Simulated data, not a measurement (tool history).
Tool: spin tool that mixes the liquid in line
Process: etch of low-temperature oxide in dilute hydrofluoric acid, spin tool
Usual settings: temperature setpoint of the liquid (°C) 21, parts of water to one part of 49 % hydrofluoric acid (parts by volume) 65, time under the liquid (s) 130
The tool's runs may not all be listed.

run,day,temperature setpoint of the liquid (°C),parts of water to one part of 49 % hydrofluoric acid (parts by volume),time under the liquid (s),"read-back film thickness of the low-temperature oxide reference wafer, read on the same gauge (nm)",thickness taken off the low-temperature oxide on a monitor wafer (nm)
1,0,21,65,85,89.98,17.76
2,2.6,21,65,130,90.07,27.12
3,11.467,21,65,130,89.97,27.99
4,14.146,21,65,130,89.99,28.48
# day 14.842: hydrofluoric acid flow meter replaced
5,20.425,21,75,130,90,25.98
6,22.442,21,45,130,89.99,45.51
7,24.35,21,45,130,89.97,45.61
8,26.467,21,45,130,90.01,45.27
# day 30.5: hydrofluoric acid flow meter replaced, repeated, since the last time left the tool worse
# day 30.938: thermometer replaced
9,34.908,21,90,130,90,19.32
10,37.092,21,90,130,90.01,19.18
11,38.525,21,65,130,90.01,27.07
12,40.225,21,65,130,89.98,27.98
# day 42.1: gauge calibrated
13,43.129,21,65,130,90.04,27.82
14,44.738,21,65,130,90.02,28.25
15,46.725,21,65,130,90.02,28.29

Estimate the outcome of run 16 from the log above:
# day 47.388: hydrofluoric acid flow meter replaced
16,49.029,21,65,130,?,?

Run 16 gave read-back film thickness of the low-temperature oxide reference wafer, read on the same gauge (nm) 90.01, thickness taken off the low-temperature oxide on a monitor wafer (nm) 26.55.
With the hidden condition absent and the run-to-run variation left alone, this run would have shown thickness taken off the low-temperature oxide on a monitor wafer (nm) 26.19.

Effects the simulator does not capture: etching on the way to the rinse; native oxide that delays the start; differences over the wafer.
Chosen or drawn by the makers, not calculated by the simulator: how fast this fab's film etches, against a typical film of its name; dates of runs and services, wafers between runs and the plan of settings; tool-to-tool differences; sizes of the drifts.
